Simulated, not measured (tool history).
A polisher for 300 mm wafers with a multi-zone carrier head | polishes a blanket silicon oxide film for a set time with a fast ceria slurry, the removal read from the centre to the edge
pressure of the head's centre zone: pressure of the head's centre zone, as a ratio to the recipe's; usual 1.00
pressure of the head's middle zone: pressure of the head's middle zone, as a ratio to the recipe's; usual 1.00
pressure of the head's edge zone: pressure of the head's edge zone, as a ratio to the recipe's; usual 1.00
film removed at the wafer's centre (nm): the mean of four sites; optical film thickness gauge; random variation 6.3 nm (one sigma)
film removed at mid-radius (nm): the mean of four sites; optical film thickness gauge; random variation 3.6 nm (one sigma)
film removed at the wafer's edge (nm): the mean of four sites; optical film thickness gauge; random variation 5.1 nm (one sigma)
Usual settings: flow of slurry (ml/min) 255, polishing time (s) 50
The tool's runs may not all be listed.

run,hour,flow of slurry (ml/min),pressure of the head's centre zone,pressure of the head's middle zone,pressure of the head's edge zone,polishing time (s),wafers since the last listed run,wafers polished on this pad,hours since the slurry nozzle was cleaned,hours since the centre zone pressure was calibrated,hours since the edge zone pressure was calibrated,hours since the carrier head's membrane was replaced,"incoming thickness of the incoming film, nm",film removed at the wafer's centre (nm),film removed at mid-radius (nm),film removed at the wafer's edge (nm)
1,0.0,255,1.00,1.00,1.00,50,0,2245,23.7,556.6,310.1,1726.6,1516.8,466.0,445.4,457.0
2,26.9,255,1.00,1.00,1.00,50,344,2589,50.6,583.5,337.0,1753.5,1539.9,477.4,447.4,447.1
# hour 61.5: worn pad replaced by a new one
3,62.0,255,1.00,0.97,1.00,50,398,6,85.7,618.6,372.1,1788.6,1516.3,496.5,463.8,478.6
# hour 83.5: edge zone pressure recalibrated
4,84.0,255,1.00,0.97,1.00,50,255,262,107.7,640.6,0.5,1810.6,1514.3,494.3,458.4,476.1
5,133.6,220,1.00,1.00,1.00,50,634,897,157.3,690.2,50.1,1860.2,1521.2,494.2,460.6,463.8
6,189.9,220,1.00,1.00,1.00,50,720,1618,213.6,746.5,106.4,1916.5,1525.4,486.3,449.1,455.0
# hour 226.6: slurry nozzle cleaned
7,228.5,255,1.00,1.00,1.04,36,481,2099,1.9,785.1,145.0,1955.1,1522.9,358.0,327.9,339.4
# hour 278.3: worn pad replaced by a new one
8,296.9,255,1.00,1.00,1.00,50,824,237,70.3,853.5,213.4,2023.5,1508.4,502.6,468.6,479.3
9,359.0,255,1.00,1.00,1.00,50,794,1032,132.4,915.6,275.5,2085.6,1494.6,509.1,462.3,464.5
# hour 395.5: centre zone pressure recalibrated
# hour 404.0: carrier head's membrane replaced by a new one
10,418.0,220,1.00,1.00,1.00,58,665,1697,191.4,22.5,334.5,14.0,1523.6,519.4,520.2,524.3
11,467.1,255,1.00,1.00,1.00,50,628,2326,240.5,71.6,383.6,63.1,1504.5,455.7,450.7,459.0
# hour 473.5: worn pad replaced by a new one
# hour 486.9: slurry nozzle cleaned
12,511.8,255,1.00,1.00,1.00,65,508,477,24.9,116.3,428.3,107.8,1543.1,615.8,606.4,612.5
# hour 563.2: edge zone pressure recalibrated
13,575.7,255,1.00,1.00,1.00,50,792,1270,88.8,180.2,12.5,171.7,1540.4,465.4,454.9,457.8
14,626.0,255,1.00,0.94,0.95,37,643,1914,139.1,230.5,62.8,222.0,1520.6,336.3,316.6,333.1
15,680.7,255,1.00,1.00,1.09,50,700,2614,193.8,285.2,117.5,276.7,1552.1,465.3,443.6,464.9
# hour 715.0: worn pad replaced by a new one
# hour 744.0: slurry nozzle cleaned
16,745.4,255,1.00,1.08,1.00,50,764,375,1.4,349.9,182.2,341.4,1520.0,481.7,498.0,469.1
17,771.2,190,1.00,1.00,1.00,50,330,706,27.2,375.7,208.0,367.2,1515.2,459.4,461.8,459.0
18,835.0,255,1.00,1.00,1.00,50,816,1522,91.0,439.5,271.8,431.0,1519.5,484.2,457.9,460.1
19,900.8,255,1.00,1.00,1.00,50,842,2364,156.8,505.3,337.6,496.8,1543.6,466.8,452.4,453.5
20,957.6,205,1.00,1.00,1.00,59,727,3092,213.6,562.1,394.4,553.6,1519.2,544.8,519.0,529.4
# hour 964.6: worn pad replaced by a new one
# hour 993.2: edge zone pressure recalibrated
21,998.6,220,1.00,1.00,1.00,50,447,409,254.6,603.1,5.4,594.6,1531.4,484.5,466.9,466.6
# hour 1025.0: slurry nozzle cleaned
22,1049.7,255,0.93,1.00,1.11,50,641,1050,24.7,654.2,56.5,645.7,1528.6,468.2,468.2,484.6

Forecast each of these 4 alternatives for the next run:
A,1050.1,255,1.00,1.00,1.00,50,5,1055,25.1,654.6,56.9,646.1,1536.7,?,?,?
B,1050.1,280,1.00,1.00,0.95,56,5,1055,25.1,654.6,56.9,646.1,1536.7,?,?,?
C,1050.1,300,1.08,1.00,1.00,50,5,1055,25.1,654.6,56.9,646.1,1536.7,?,?,?
D,1050.1,255,1.00,1.05,1.00,34,5,1055,25.1,654.6,56.9,646.1,1536.7,?,?,?

run,film removed at the wafer's centre (nm),film removed at mid-radius (nm),film removed at the wafer's edge (nm)
A,486.2,459.9,460.8
B,548.7,518.7,506.2
C,523.8,465.2,464.9
D,330.7,325.9,313.1
Without the tool's hidden state the same runs would have given:
run,film removed at the wafer's centre (nm),film removed at mid-radius (nm),film removed at the wafer's edge (nm)
A,460.2,471.2,471.9
B,519.3,531.4,518.4
C,496.0,476.6,476.1
D,313.0,333.9,320.7

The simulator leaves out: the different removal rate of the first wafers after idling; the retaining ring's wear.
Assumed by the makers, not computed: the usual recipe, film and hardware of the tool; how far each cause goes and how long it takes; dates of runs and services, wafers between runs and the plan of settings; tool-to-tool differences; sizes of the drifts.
